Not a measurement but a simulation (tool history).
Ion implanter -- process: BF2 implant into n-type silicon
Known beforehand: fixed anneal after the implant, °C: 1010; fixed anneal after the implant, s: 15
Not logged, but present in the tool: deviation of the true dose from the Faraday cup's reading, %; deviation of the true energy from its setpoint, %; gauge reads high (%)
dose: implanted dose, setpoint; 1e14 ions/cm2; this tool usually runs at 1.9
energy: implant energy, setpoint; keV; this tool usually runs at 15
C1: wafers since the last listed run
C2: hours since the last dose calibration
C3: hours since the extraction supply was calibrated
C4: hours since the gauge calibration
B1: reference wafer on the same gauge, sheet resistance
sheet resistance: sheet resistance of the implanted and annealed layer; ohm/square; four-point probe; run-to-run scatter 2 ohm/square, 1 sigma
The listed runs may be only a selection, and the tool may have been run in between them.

{"run": 1, "hour": 0.0, "dose": 1.9, "energy": 11.5, "C1": 0, "C2": 1433.8, "C3": 3668.9, "C4": 276, "B1": 726.51, "sheet resistance": 660.89}
{"run": 2, "hour": 23.3, "dose": 1.9, "energy": 13, "C1": 268, "C2": 1457.1, "C3": 3692.2, "C4": 299.3, "B1": 726.7, "sheet resistance": 649.01}
{"run": 3, "hour": 38.3, "dose": 1.9, "energy": 13, "C1": 172, "C2": 1472.1, "C3": 3707.2, "C4": 314.3, "B1": 726.91, "sheet resistance": 648.92}
{"run": 4, "hour": 71.9, "dose": 1.9, "energy": 15, "C1": 387, "C2": 1505.7, "C3": 3740.8, "C4": 347.9, "B1": 727.84, "sheet resistance": 636.65}
{"hour": 92.4, "done": "gauge calibrated"}
{"run": 5, "hour": 104.6, "dose": 1.9, "energy": 15, "C1": 376, "C2": 1538.4, "C3": 3773.5, "C4": 12.2, "B1": 726.28, "sheet resistance": 635.03}
{"run": 6, "hour": 139.6, "dose": 1.9, "energy": 15, "C1": 403, "C2": 1573.4, "C3": 3808.5, "C4": 47.2, "B1": 727.68, "sheet resistance": 635.22}
{"run": 7, "hour": 175.1, "dose": 2.08, "energy": 15, "C1": 408, "C2": 1608.9, "C3": 3844, "C4": 82.7, "B1": 726.31, "sheet resistance": 588.7}
{"run": 8, "hour": 208.0, "dose": 2.08, "energy": 15, "C1": 378, "C2": 1641.8, "C3": 3876.9, "C4": 115.6, "B1": 727.28, "sheet resistance": 587.23}
{"run": 9, "hour": 243.7, "dose": 2.08, "energy": 15, "C1": 411, "C2": 1677.5, "C3": 3912.6, "C4": 151.3, "B1": 727.18, "sheet resistance": 587.93}
{"run": 10, "hour": 257.2, "dose": 2.24, "energy": 15, "C1": 155, "C2": 1691, "C3": 3926.1, "C4": 164.8, "B1": 726.16, "sheet resistance": 553.51}
{"run": 11, "hour": 277.4, "dose": 1.6, "energy": 15, "C1": 232, "C2": 1711.2, "C3": 3946.3, "C4": 185, "B1": 726.89, "sheet resistance": 738.26}
{"run": 12, "hour": 305.0, "dose": 1.9, "energy": 15, "C1": 317, "C2": 1738.8, "C3": 3973.9, "C4": 212.6, "B1": 727.31, "sheet resistance": 636.14}
{"run": 13, "hour": 317.1, "dose": 1.9, "energy": 15, "C1": 139, "C2": 1750.9, "C3": 3986, "C4": 224.7, "B1": 727.17, "sheet resistance": 638.94}
{"run": 14, "hour": 333.9, "dose": 1.9, "energy": 15, "C1": 193, "C2": 1767.7, "C3": 4002.8, "C4": 241.5, "B1": 727.14, "sheet resistance": 639.19}
{"hour": 375.1, "done": "extraction supply calibrated"}
{"run": 15, "hour": 375.6, "dose": 1.9, "energy": 15, "C1": 388, "C2": 1809.4, "C3": 0.5, "C4": 283.2, "B1": 726.99, "sheet resistance": 635.95}
{"run": 16, "hour": 385.0, "dose": 1.74, "energy": 15, "C1": 108, "C2": 1818.8, "C3": 9.9, "C4": 292.6, "B1": 727.8, "sheet resistance": 688.26}
{"run": 17, "hour": 409.0, "dose": 1.53, "energy": 19, "C1": 276, "C2": 1842.8, "C3": 33.9, "C4": 316.6, "B1": 727.46, "sheet resistance": 746.7}
{"run": 18, "hour": 424.7, "dose": 2.24, "energy": 15, "C1": 180, "C2": 1858.5, "C3": 49.6, "C4": 332.3, "B1": 727.58, "sheet resistance": 556.21}
{"hour": 447.6, "done": "gauge calibrated"}
{"hour": 452.8, "done": "Faraday cup replaced and dose calibrated"}
{"run": 19, "hour": 458.0, "dose": 1.36, "energy": 15, "C1": 291, "C2": 5.2, "C3": 82.9, "C4": 10.4, "B1": 727.08, "sheet resistance": 810.96}
{"run": 20, "hour": 481.1, "dose": 2.08, "energy": 15, "C1": 266, "C2": 28.3, "C3": 106, "C4": 33.5, "B1": 727.27, "sheet resistance": 557.53}
{"run": 21, "hour": 498.2, "dose": 2.24, "energy": 15, "C1": 196, "C2": 45.4, "C3": 123.1, "C4": 50.6, "B1": 726.33, "sheet resistance": 527.85}
{"run": 22, "hour": 520.5, "dose": 1.9, "energy": 13.5, "C1": 256, "C2": 67.7, "C3": 145.4, "C4": 72.9, "B1": 727.61, "sheet resistance": 615.95}
{"run": 23, "hour": 548.7, "dose": 1.9, "energy": 19.5, "C1": 324, "C2": 95.9, "C3": 173.6, "C4": 101.1, "B1": 726.34, "sheet resistance": 593.71}
{"run": 24, "hour": 570.1, "dose": 2.22, "energy": 13, "C1": 246, "C2": 117.3, "C3": 195, "C4": 122.5, "B1": 727.34, "sheet resistance": 542.01}
{"run": 25, "hour": 595.8, "dose": 2.36, "energy": 12.5, "C1": 296, "C2": 143, "C3": 220.7, "C4": 148.2, "B1": 726.5, "sheet resistance": 522.41}
{"run": 26, "hour": 615.1, "dose": 2.05, "energy": 11.5, "C1": 222, "C2": 162.3, "C3": 240, "C4": 167.5, "B1": 726.84, "sheet resistance": 594.47}
{"run": 27, "hour": 645.0, "dose": 1.9, "energy": 15, "C1": 344, "C2": 192.2, "C3": 269.9, "C4": 197.4, "B1": 727.66, "sheet resistance": 610.21}
{"run": 28, "hour": 673.2, "dose": 2.36, "energy": 15, "C1": 324, "C2": 220.4, "C3": 298.1, "C4": 225.6, "B1": 727.19, "sheet resistance": 508.41}
{"run": 29, "hour": 691.7, "dose": 2.14, "energy": 17.5, "C1": 213, "C2": 238.9, "C3": 316.6, "C4": 244.1, "B1": 727.31, "sheet resistance": 544.29}

Branching from run 29: 5 alternative next runs. What would each branch give?
{"run": "A", "hour": 692.1, "dose": 2.35, "energy": 15, "C1": 4, "C2": 239.3, "C3": 317, "C4": 244.5, "B1": "?", "sheet resistance": "?"}
{"run": "B", "hour": 692.1, "dose": 1.59, "energy": 10.5, "C1": 4, "C2": 239.3, "C3": 317, "C4": 244.5, "B1": "?", "sheet resistance": "?"}
{"run": "C", "hour": 692.1, "dose": 2.12, "energy": 16.5, "C1": 4, "C2": 239.3, "C3": 317, "C4": 244.5, "B1": "?", "sheet resistance": "?"}
{"run": "D", "hour": 692.1, "dose": 1.76, "energy": 16.5, "C1": 4, "C2": 239.3, "C3": 317, "C4": 244.5, "B1": "?", "sheet resistance": "?"}
{"run": "E", "hour": 692.1, "dose": 2.37, "energy": 15, "C1": 4, "C2": 239.3, "C3": 317, "C4": 244.5, "B1": "?", "sheet resistance": "?"}

run=A B1=727.32 sheet_resistance=508.1
run=B B1=727.32 sheet_resistance=747.4
run=C B1=727.32 sheet_resistance=548.53
run=D B1=727.32 sheet_resistance=645.35
run=E B1=727.32 sheet_resistance=504.48
With no hidden state in the tool, these same runs would have given:
run=A sheet_resistance=506.05
run=B sheet_resistance=744.29
run=C sheet_resistance=546.26
run=D sheet_resistance=642.63
run=E sheet_resistance=502.44

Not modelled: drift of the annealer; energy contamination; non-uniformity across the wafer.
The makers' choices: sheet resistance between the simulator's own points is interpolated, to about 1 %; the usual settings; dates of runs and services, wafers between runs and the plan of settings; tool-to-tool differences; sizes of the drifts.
